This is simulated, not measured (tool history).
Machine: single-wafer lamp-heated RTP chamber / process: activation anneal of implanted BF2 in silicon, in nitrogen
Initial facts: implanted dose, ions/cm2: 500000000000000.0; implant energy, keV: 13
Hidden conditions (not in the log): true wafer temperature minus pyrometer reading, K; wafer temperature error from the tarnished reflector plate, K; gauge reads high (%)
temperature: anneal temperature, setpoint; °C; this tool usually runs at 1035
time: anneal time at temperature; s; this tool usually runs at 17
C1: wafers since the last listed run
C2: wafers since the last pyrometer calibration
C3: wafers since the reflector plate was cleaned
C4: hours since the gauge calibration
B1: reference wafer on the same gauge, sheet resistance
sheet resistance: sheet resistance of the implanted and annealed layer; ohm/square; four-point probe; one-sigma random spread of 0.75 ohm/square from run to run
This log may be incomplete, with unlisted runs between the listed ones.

{"run": 1, "hour": 0.0, "temperature": 1035, "time": 17, "C1": 0, "C2": 4786, "C3": 3077, "C4": 108.7, "B1": 323.26, "sheet resistance": 259.71}
{"run": 2, "hour": 16.7, "temperature": 1035, "time": 17, "C1": 197, "C2": 4983, "C3": 3275, "C4": 125.4, "B1": 322.89, "sheet resistance": 260.05}
{"run": 3, "hour": 25.9, "temperature": 1035, "time": 17, "C1": 108, "C2": 5092, "C3": 3384, "C4": 134.6, "B1": 322.95, "sheet resistance": 258.86}
{"run": 4, "hour": 33.7, "temperature": 1035, "time": 24, "C1": 92, "C2": 5185, "C3": 3476, "C4": 142.4, "B1": 322.65, "sheet resistance": 253.16}
{"hour": 40.9, "done": "gauge calibrated"}
{"run": 5, "hour": 45.3, "temperature": 1035, "time": 24, "C1": 137, "C2": 5322, "C3": 3613, "C4": 4.4, "B1": 322.99, "sheet resistance": 251.32}
{"run": 6, "hour": 59.1, "temperature": 1035, "time": 17, "C1": 163, "C2": 5486, "C3": 3777, "C4": 18.2, "B1": 323.57, "sheet resistance": 257.47}
{"hour": 73.9, "done": "pyrometer window cleaned and pyrometer calibrated"}
{"run": 7, "hour": 84.4, "temperature": 1035, "time": 17, "C1": 204, "C2": 123, "C3": 3982, "C4": 43.5, "B1": 322.72, "sheet resistance": 264.48}
{"run": 8, "hour": 101.9, "temperature": 1035, "time": 17, "C1": 207, "C2": 331, "C3": 4189, "C4": 61, "B1": 323.14, "sheet resistance": 263}
{"hour": 109.9, "done": "reflector plate cleaned"}
{"run": 9, "hour": 110.4, "temperature": 1035, "time": 17, "C1": 5, "C2": 337, "C3": 5, "C4": 69.5, "B1": 322.98, "sheet resistance": 270.91}
{"run": 10, "hour": 120.7, "temperature": 1008, "time": 26, "C1": 122, "C2": 459, "C3": 127, "C4": 79.8, "B1": 322.66, "sheet resistance": 283.45}
{"run": 11, "hour": 136.4, "temperature": 1024, "time": 17, "C1": 185, "C2": 644, "C3": 313, "C4": 95.5, "B1": 322.98, "sheet resistance": 278.58}
{"run": 12, "hour": 153.5, "temperature": 1006, "time": 21, "C1": 202, "C2": 847, "C3": 516, "C4": 112.6, "B1": 323.03, "sheet resistance": 287.95}
{"hour": 161.7, "done": "gauge calibrated"}
{"run": 13, "hour": 162.3, "temperature": 1023, "time": 17, "C1": 104, "C2": 951, "C3": 620, "C4": 0.6, "B1": 323.12, "sheet resistance": 279.93}
{"run": 14, "hour": 171.5, "temperature": 1035, "time": 17, "C1": 108, "C2": 1060, "C3": 729, "C4": 9.8, "B1": 322.87, "sheet resistance": 269.43}
{"run": 15, "hour": 185.8, "temperature": 1014, "time": 12, "C1": 169, "C2": 1230, "C3": 898, "C4": 24.1, "B1": 323.04, "sheet resistance": 293.55}
{"run": 16, "hour": 198.7, "temperature": 1027, "time": 20, "C1": 152, "C2": 1382, "C3": 1051, "C4": 37, "B1": 322.86, "sheet resistance": 272.92}
{"run": 17, "hour": 206.6, "temperature": 1060, "time": 14, "C1": 93, "C2": 1476, "C3": 1145, "C4": 44.9, "B1": 322.8, "sheet resistance": 257.64}

Below are 4 alternative next runs, each starting from the tool's condition after run 17. Predict each:
{"run": "A", "hour": 207.0, "temperature": 1035, "time": 17, "C1": 4, "C2": 1481, "C3": 1150, "C4": 45.3, "B1": "?", "sheet resistance": "?"}
{"run": "B", "hour": 207.0, "temperature": 1049, "time": 25, "C1": 4, "C2": 1481, "C3": 1150, "C4": 45.3, "B1": "?", "sheet resistance": "?"}
{"run": "C", "hour": 207.0, "temperature": 1009, "time": 14, "C1": 4, "C2": 1481, "C3": 1150, "C4": 45.3, "B1": "?", "sheet resistance": "?"}
{"run": "D", "hour": 207.0, "temperature": 1061, "time": 25, "C1": 4, "C2": 1481, "C3": 1150, "C4": 45.3, "B1": "?", "sheet resistance": "?"}

run=A B1=322.79 sheet_resistance=269.84
run=B B1=322.79 sheet_resistance=252.03
run=C B1=322.79 sheet_resistance=292.38
run=D B1=322.79 sheet_resistance=247.03
With the hidden condition removed and each run's random variation left untouched, the same runs would have given:
run=A sheet_resistance=271.94
run=B sheet_resistance=253.64
run=C sheet_resistance=294.47
run=D sheet_resistance=247.97
